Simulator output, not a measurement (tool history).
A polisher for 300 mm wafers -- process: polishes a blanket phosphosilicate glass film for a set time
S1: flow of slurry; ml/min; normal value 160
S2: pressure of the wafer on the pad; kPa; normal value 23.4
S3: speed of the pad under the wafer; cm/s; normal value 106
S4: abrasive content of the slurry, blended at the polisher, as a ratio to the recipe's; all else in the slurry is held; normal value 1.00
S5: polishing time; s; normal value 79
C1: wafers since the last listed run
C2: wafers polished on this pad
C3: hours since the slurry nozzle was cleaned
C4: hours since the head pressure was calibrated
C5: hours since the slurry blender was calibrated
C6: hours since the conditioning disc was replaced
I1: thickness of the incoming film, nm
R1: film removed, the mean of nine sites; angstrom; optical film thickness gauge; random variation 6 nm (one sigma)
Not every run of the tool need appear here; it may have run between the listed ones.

Run 1, hour 0.0: usual settings; C1 0; C2 687; C3 142.9; C4 248.9; C5 47.7; C6 28.4; I1 2126.4. Result: R1 8102 angstrom.
Run 2, hour 60.6: usual settings but S4 1.20; C1 617; C2 1304; C3 203.5; C4 309.5; C5 108.3; C6 89.0; I1 2094.7. Result: R1 8686 angstrom.
At hour 99.0: slurry nozzle cleaned.
Run 3, hour 160.8: usual settings; C1 1010; C2 2314; C3 61.8; C4 409.7; C5 208.5; C6 189.2; I1 2106.6. Result: R1 8136 angstrom.
At hour 191.1: worn pad replaced by a new one.
Run 4, hour 215.9: usual settings; C1 520; C2 252; C3 116.9; C4 464.8; C5 263.6; C6 244.3; I1 2158.6. Result: R1 8091 angstrom.
At hour 218.7: slurry blender recalibrated.
At hour 231.5: conditioning disc replaced and pad reconditioned.
Run 5, hour 316.5: usual settings; C1 983; C2 1236; C3 217.5; C4 565.4; C5 97.8; C6 85.0; I1 2095.8. Result: R1 8023 angstrom.
Run 6, hour 410.8: usual settings; C1 960; C2 2197; C3 311.8; C4 659.7; C5 192.1; C6 179.3; I1 2143.8. Result: R1 8046 angstrom.
At hour 421.7: slurry nozzle cleaned.
At hour 476.4: worn pad replaced by a new one.
At hour 504.5: conditioning disc replaced and pad reconditioned.
Run 7, hour 505.2: usual settings but S4 0.90; C1 890; C2 272; C3 83.5; C4 754.1; C5 286.5; C6 0.7; I1 2110.8. Result: R1 7839 angstrom.
At hour 527.4: slurry blender recalibrated.
At hour 679.7: slurry nozzle cleaned.
At hour 716.9: head pressure recalibrated.
At hour 735.8: worn pad replaced by a new one.
At hour 748.4: conditioning disc replaced and pad reconditioned.
Run 8, hour 779.8: usual settings but S4 0.90; C1 2684; C2 427; C3 100.1; C4 62.9; C5 252.4; C6 31.4; I1 2137.9. Result: R1 7760 angstrom.
Run 9, hour 815.8: usual settings but S4 0.90; C1 366; C2 794; C3 136.1; C4 98.9; C5 288.4; C6 67.4; I1 2130.6. Result: R1 7701 angstrom.
At hour 836.7: slurry blender recalibrated.
Run 10, hour 852.4: usual settings but S2 16.5 kPa; C1 352; C2 1147; C3 172.7; C4 135.5; C5 15.7; C6 104.0; I1 2135.9. Result: R1 6010 angstrom.
Run 11, hour 955.7: usual settings but S2 20.0 kPa; C1 1052; C2 2199; C3 276.0; C4 238.8; C5 119.0; C6 207.3; I1 2120.4. Result: R1 7027 angstrom.
At hour 989.1: slurry nozzle cleaned.
At hour 992.0: conditioning disc replaced and pad reconditioned.
At hour 999.4: worn pad replaced by a new one.
Run 12, hour 1044.5: usual settings but S3 120 cm/s; C1 833; C2 459; C3 55.4; C4 327.6; C5 207.8; C6 52.5; I1 2162.8. Result: R1 8726 angstrom.
Run 13, hour 1102.8: usual settings but S4 0.80, S5 69 s; C1 593; C2 1053; C3 113.7; C4 385.9; C5 266.1; C6 110.8; I1 2145.4. Result: R1 6557 angstrom.
At hour 1131.5: slurry blender recalibrated.
Run 14, hour 1148.1: usual settings; C1 441; C2 1494; C3 159.0; C4 431.2; C5 16.6; C6 156.1; I1 2152.3. Result: R1 8154 angstrom.
Run 15, hour 1202.7: usual settings; C1 556; C2 2050; C3 213.6; C4 485.8; C5 71.2; C6 210.7; I1 2138.6. Result: R1 8103 angstrom.
At hour 1279.7: worn pad replaced by a new one.
At hour 1297.1: conditioning disc replaced and pad reconditioned.
Run 16, hour 1297.6: usual settings; C1 905; C2 162; C3 308.5; C4 580.7; C5 166.1; C6 0.5; I1 2096.3. Result: R1 8049 angstrom.
At hour 1307.9: slurry nozzle cleaned.
Run 17, hour 1346.2: usual settings but S3 126 cm/s, S4 0.85, S5 54 s; C1 484; C2 647; C3 38.3; C4 629.3; C5 214.7; C6 49.1; I1 2108.7. Result: R1 5805 angstrom.
Run 18, hour 1414.6: usual settings but S1 200 ml/min, S2 21.4 kPa, S3 130 cm/s, S5 54 s; C1 696; C2 1343; C3 106.7; C4 697.7; C5 283.1; C6 117.5; I1 2128.7. Result: R1 6054 angstrom.

The tool's hidden state at each run:
removal rate lost through wear of the pad, %: 0 on each run
slurry flow missing at the pad, %: 0 on each run
deviation of the head's pressure from its setpoint, %: 0 on each run
abrasive missing from the slurry, %: 0 on each run
time polished since the conditioner stopped cutting, s: 0 on each run
